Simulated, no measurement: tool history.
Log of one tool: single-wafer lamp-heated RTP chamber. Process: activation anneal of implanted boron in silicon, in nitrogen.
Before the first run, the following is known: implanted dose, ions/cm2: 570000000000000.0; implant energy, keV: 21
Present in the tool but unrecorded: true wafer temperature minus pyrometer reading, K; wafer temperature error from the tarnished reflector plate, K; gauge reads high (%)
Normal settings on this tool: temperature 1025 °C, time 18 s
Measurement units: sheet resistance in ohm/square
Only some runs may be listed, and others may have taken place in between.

run     day  temperature  time  wafers since the last listed run  wafers since the last pyrometer calibration  wafers since the reflector plate was cleaned  hours since the gauge calibration  read-back reference wafer on the same gauge, sheet resistance  sheet resistance
  1   0.000         1013    18                                 0                                         5376                                          3589                              983.5                                                         205.92            186.93
  2   1.433         1013    18                               401                                         5778                                          3991                             1017.9                                                         206.16            186.71
  3   4.412         1025    18                               834                                         6613                                          4826                             1089.4                                                         206.00            185.37
  4   6.950         1025    18                               711                                         7324                                          5537                             1150.3                                                         206.21            185.57
  5   9.012         1025    18                               578                                         7902                                          6115                             1199.8                                                         206.13            185.10
      9.842  -- pyrometer window cleaned and pyrometer calibrated
  6  10.758         1025    18                               395                                          257                                          6511                             1241.7                                                         206.13            185.09
  7  12.479         1025    18                               482                                          739                                          6993                             1283.0                                                         206.09            184.60
  8  15.238         1025    25                               773                                         1512                                          7766                             1349.2                                                         205.90            184.09
  9  17.979         1002    15                               768                                         2281                                          8535                             1415.0                                                         205.86            187.69
 10  19.938         1025    18                               548                                         2829                                          9084                             1462.0                                                         206.05            184.82
     21.488  -- pyrometer window cleaned and pyrometer calibrated, repeated, since the last time left the tool worse
     21.562  -- gauge calibrated
 11  22.179         1025    18                               534                                          193                                          9618                               14.8                                                         205.98            185.94
 12  24.671         1025    12                               698                                          891                                         10317                               74.6                                                         205.90            186.72
 13  26.488         1025    18                               509                                         1401                                         10826                              118.2                                                         205.86            186.08
 14  28.675         1025    18                               613                                         2014                                         11439                              170.7                                                         205.89            185.00
 15  31.304         1025    18                               736                                         2750                                         12176                              233.8                                                         206.00            185.43
 16  34.117         1011    18                               788                                         3539                                         12964                              301.3                                                         206.09            186.82
 17  36.417         1038    11                               644                                         4183                                         13609                              356.5                                                         205.95            184.93
 18  37.738         1035    13                               370                                         4554                                         13979                              388.2                                                         205.87            185.39
 19  39.362         1002    13                               455                                         5009                                         14434                              427.2                                                         205.98            189.40
 20  40.783         1025    18                               398                                         5407                                         14832                              461.3                                                         206.20            185.12
     43.208  -- reflector plate cleaned
 21  43.421         1025    18                               645                                         6053                                            59                              524.6                                                         206.07            185.66
 22  44.846         1025    18                               399                                         6452                                           458                              558.8                                                         206.09            184.91
 23  46.071          999    10                               343                                         6796                                           802                              588.2                                                         205.96            190.76
     48.429  -- pyrometer window cleaned and pyrometer calibrated
 24  48.621         1025    18                               621                                           53                                          1423                              649.4                                                         205.99            185.54
 25  50.796         1049    13                               609                                          663                                          2032                              701.6                                                         205.92            184.36
 26  51.917         1025    18                               314                                          977                                          2347                              728.5                                                         205.94            185.72
 27  54.025         1054    22                               590                                         1568                                          2937                              779.1                                                         206.15            182.98
 28  56.071         1046    25                               573                                         2141                                          3511                              828.2                                                         205.79            182.56
 29  58.246         1015    22                               609                                         2751                                          4120                              880.4                                                         206.01            185.80
 30  59.592         1005    18                               377                                         3128                                          4498                              912.7                                                         206.01            187.87
 31  61.567         1003    22                               553                                         3681                                          5051                              960.1                                                         206.01            188.38
 32  64.058         1025    18                               698                                         4380                                          5749                             1019.9                                                         206.00            184.99
 33  65.888          995     8                               512                                         4892                                          6262                             1063.8                                                         206.03            192.92
 34  68.792          996    14                               813                                         5706                                          7076                             1133.5                                                         206.04            190.22
 35  70.733         1001    22                               544                                         6250                                          7620                             1180.1                                                         205.93            187.46
 36  72.396         1043    18                               465                                         6716                                          8086                             1220.0                                                         206.06            183.53
     73.717  -- pyrometer window cleaned and pyrometer calibrated
 37  73.738         1025    21                               282                                            6                                          8369                             1252.2                                                         205.95            185.06

4 options for the next run, each taken on its own from the tool as it stands now. Forecast them:
  A  73.754         1025    18                                 4                                           10                                          8373                             1252.6                                                              ?                 ?
  B  73.754         1006    15                                 4                                           10                                          8373                             1252.6                                                              ?                 ?
  C  73.754         1041    14                                 4                                           10                                          8373                             1252.6                                                              ?                 ?
  D  73.754         1025    10                                 4                                           10                                          8373                             1252.6                                                              ?                 ?

run  read-back reference wafer on the same gauge, sheet resistance  sheet resistance
  A                                                         205.86            185.61
  B                                                         205.86            189.11
  C                                                         205.86            184.65
  D                                                         205.86            186.75
The same runs, with their run-to-run variation unchanged, on a tool lacking any hidden condition would have given:
run  sheet resistance
  A            185.69
  B            189.28
  C            184.70
  D            186.84

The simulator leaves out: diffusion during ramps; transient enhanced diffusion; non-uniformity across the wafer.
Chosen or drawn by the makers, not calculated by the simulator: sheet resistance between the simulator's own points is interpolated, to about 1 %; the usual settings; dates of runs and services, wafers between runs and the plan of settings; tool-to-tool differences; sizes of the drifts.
